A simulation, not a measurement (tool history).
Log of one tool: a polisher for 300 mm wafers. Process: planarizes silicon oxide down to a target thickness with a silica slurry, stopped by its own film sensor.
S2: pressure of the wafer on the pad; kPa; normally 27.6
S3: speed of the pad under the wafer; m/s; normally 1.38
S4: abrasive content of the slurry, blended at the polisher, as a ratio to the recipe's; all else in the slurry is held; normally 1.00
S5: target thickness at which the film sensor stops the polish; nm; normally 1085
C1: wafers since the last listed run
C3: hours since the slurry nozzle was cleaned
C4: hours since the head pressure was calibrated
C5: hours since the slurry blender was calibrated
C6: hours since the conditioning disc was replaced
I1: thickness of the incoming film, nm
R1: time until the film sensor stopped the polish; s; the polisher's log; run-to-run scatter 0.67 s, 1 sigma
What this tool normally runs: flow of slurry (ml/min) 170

{"run": 1, "day": 0.0, "flow of slurry (ml/min)": 170, "S2": 27.6, "S3": 1.38, "S4": 0.9, "S5": 1085, "C1": 0, "wafers polished on this pad": 474, "C3": 755.2, "C4": 1440.2, "C5": 403.8, "C6": 271.7, "I1": 1334.0, "R1": 88.7}
{"run": 2, "day": 0.717, "flow of slurry (ml/min)": 170, "S2": 27.6, "S3": 1.38, "S4": 0.9, "S5": 1085, "C1": 233, "wafers polished on this pad": 707, "C3": 772.4, "C4": 1457.4, "C5": 421.0, "C6": 288.9, "I1": 1313.3, "R1": 85.8}
{"run": 3, "day": 1.033, "flow of slurry (ml/min)": 170, "S2": 27.6, "S3": 1.38, "S4": 0.9, "S5": 1085, "C1": 103, "wafers polished on this pad": 810, "C3": 780.0, "C4": 1465.0, "C5": 428.6, "C6": 296.5, "I1": 1310.0, "R1": 84.0}
{"day": 1.371, "done": "worn pad replaced by a new one"}
{"run": 4, "day": 1.392, "flow of slurry (ml/min)": 170, "S2": 27.6, "S3": 1.38, "S4": 1.0, "S5": 1085, "C1": 62, "wafers polished on this pad": 6, "C3": 788.6, "C4": 1473.6, "C5": 437.2, "C6": 305.1, "I1": 1311.9, "R1": 73.8}
{"run": 5, "day": 1.812, "flow of slurry (ml/min)": 140, "S2": 27.6, "S3": 1.38, "S4": 1.0, "S5": 1085, "C1": 136, "wafers polished on this pad": 143, "C3": 798.7, "C4": 1483.7, "C5": 447.3, "C6": 315.2, "I1": 1305.7, "R1": 75.6}
{"run": 6, "day": 2.25, "flow of slurry (ml/min)": 215, "S2": 27.6, "S3": 1.38, "S4": 1.15, "S5": 1085, "C1": 142, "wafers polished on this pad": 286, "C3": 809.2, "C4": 1494.2, "C5": 457.8, "C6": 325.7, "I1": 1306.1, "R1": 66.6}
{"run": 7, "day": 2.842, "flow of slurry (ml/min)": 170, "S2": 27.6, "S3": 1.38, "S4": 1.0, "S5": 1085, "C1": 192, "wafers polished on this pad": 478, "C3": 823.4, "C4": 1508.4, "C5": 472.0, "C6": 339.9, "I1": 1319.4, "R1": 86.6}
{"day": 3.329, "done": "conditioning disc replaced and pad reconditioned"}
{"day": 3.45, "done": "slurry nozzle cleaned"}
{"run": 8, "day": 3.462, "flow of slurry (ml/min)": 170, "S2": 27.6, "S3": 1.38, "S4": 1.0, "S5": 1085, "C1": 161, "wafers polished on this pad": 639, "C3": 0.3, "C4": 1523.3, "C5": 486.9, "C6": 3.2, "I1": 1344.1, "R1": 99.0}
{"run": 9, "day": 3.883, "flow of slurry (ml/min)": 170, "S2": 27.6, "S3": 1.38, "S4": 1.0, "S5": 1085, "C1": 136, "wafers polished on this pad": 776, "C3": 10.4, "C4": 1533.4, "C5": 497.0, "C6": 13.3, "I1": 1328.1, "R1": 94.2}
{"day": 4.175, "done": "worn pad replaced by a new one"}
{"run": 10, "day": 4.475, "flow of slurry (ml/min)": 135, "S2": 27.6, "S3": 1.5, "S4": 1.0, "S5": 1085, "C1": 138, "wafers polished on this pad": 98, "C3": 24.6, "C4": 1547.6, "C5": 511.2, "C6": 27.5, "I1": 1325.8, "R1": 91.3}
{"day": 4.783, "done": "slurry blender recalibrated"}
{"run": 11, "day": 5.162, "flow of slurry (ml/min)": 170, "S2": 27.6, "S3": 1.38, "S4": 1.0, "S5": 1085, "C1": 196, "wafers polished on this pad": 294, "C3": 41.1, "C4": 1564.1, "C5": 9.1, "C6": 44.0, "I1": 1332.6, "R1": 65.8}
{"run": 12, "day": 5.604, "flow of slurry (ml/min)": 170, "S2": 31.7, "S3": 1.38, "S4": 1.0, "S5": 1116, "C1": 143, "wafers polished on this pad": 438, "C3": 51.7, "C4": 1574.7, "C5": 19.7, "C6": 54.6, "I1": 1335.5, "R1": 50.4}
{"run": 13, "day": 6.933, "flow of slurry (ml/min)": 170, "S2": 27.6, "S3": 1.38, "S4": 1.15, "S5": 1036, "C1": 432, "wafers polished on this pad": 870, "C3": 83.6, "C4": 1606.6, "C5": 51.6, "C6": 86.5, "I1": 1309.5, "R1": 67.5}
{"day": 7.179, "done": "worn pad replaced by a new one"}
{"run": 14, "day": 7.346, "flow of slurry (ml/min)": 170, "S2": 21.4, "S3": 1.38, "S4": 1.0, "S5": 1085, "C1": 79, "wafers polished on this pad": 54, "C3": 93.5, "C4": 1616.5, "C5": 61.5, "C6": 96.4, "I1": 1326.1, "R1": 78.3}
{"day": 8.075, "done": "head pressure recalibrated"}
{"run": 15, "day": 8.658, "flow of slurry (ml/min)": 120, "S2": 27.6, "S3": 1.58, "S4": 1.0, "S5": 1085, "C1": 399, "wafers polished on this pad": 454, "C3": 125.0, "C4": 14.0, "C5": 93.0, "C6": 127.9, "I1": 1323.8, "R1": 60.6}
{"run": 16, "day": 9.238, "flow of slurry (ml/min)": 170, "S2": 27.6, "S3": 1.38, "S4": 1.0, "S5": 1085, "C1": 188, "wafers polished on this pad": 642, "C3": 138.9, "C4": 27.9, "C5": 106.9, "C6": 141.8, "I1": 1323.0, "R1": 63.8}
{"run": 17, "day": 9.771, "flow of slurry (ml/min)": 170, "S2": 35.9, "S3": 1.62, "S4": 1.0, "S5": 1145, "C1": 173, "wafers polished on this pad": 816, "C3": 151.7, "C4": 40.7, "C5": 119.7, "C6": 154.6, "I1": 1334.2, "R1": 34.7}
{"run": 18, "day": 10.204, "flow of slurry (ml/min)": 140, "S2": 27.6, "S3": 1.38, "S4": 1.0, "S5": 1085, "C1": 140, "wafers polished on this pad": 957, "C3": 162.1, "C4": 51.1, "C5": 130.1, "C6": 165.0, "I1": 1322.6, "R1": 67.4}
{"run": 19, "day": 10.679, "flow of slurry (ml/min)": 170, "S2": 27.6, "S3": 1.38, "S4": 1.0, "S5": 1085, "C1": 154, "wafers polished on this pad": 1111, "C3": 173.5, "C4": 62.5, "C5": 141.5, "C6": 176.4, "I1": 1313.7, "R1": 62.1}

Each row is a separate what-if for the run after 19, all from the same tool condition, not one after another. Results?
{"run": "A", "day": 10.696, "flow of slurry (ml/min)": 170, "S2": 27.6, "S3": 1.38, "S4": 1.0, "S5": 1085, "C1": 5, "wafers polished on this pad": 1116, "C3": 173.9, "C4": 62.9, "C5": 141.9, "C6": 176.8, "I1": 1290.2, "R1": "?"}
{"run": "B", "day": 10.696, "flow of slurry (ml/min)": 170, "S2": 20.7, "S3": 1.38, "S4": 1.0, "S5": 1085, "C1": 5, "wafers polished on this pad": 1116, "C3": 173.9, "C4": 62.9, "C5": 141.9, "C6": 176.8, "I1": 1290.2, "R1": "?"}
{"run": "C", "day": 10.696, "flow of slurry (ml/min)": 135, "S2": 18.6, "S3": 1.38, "S4": 1.15, "S5": 1043, "C1": 5, "wafers polished on this pad": 1116, "C3": 173.9, "C4": 62.9, "C5": 141.9, "C6": 176.8, "I1": 1290.2, "R1": "?"}
{"run": "D", "day": 10.696, "flow of slurry (ml/min)": 170, "S2": 35.2, "S3": 1.72, "S4": 1.0, "S5": 1085, "C1": 5, "wafers polished on this pad": 1116, "C3": 173.9, "C4": 62.9, "C5": 141.9, "C6": 176.8, "I1": 1290.2, "R1": "?"}

run=A R1=54.9
run=B R1=73.3
run=C R1=93.7
run=D R1=36.1
Without the tool's unlogged condition, the same runs would have read:
run=A R1=48.3
run=B R1=64.4
run=C R1=82.8
run=D R1=31.8
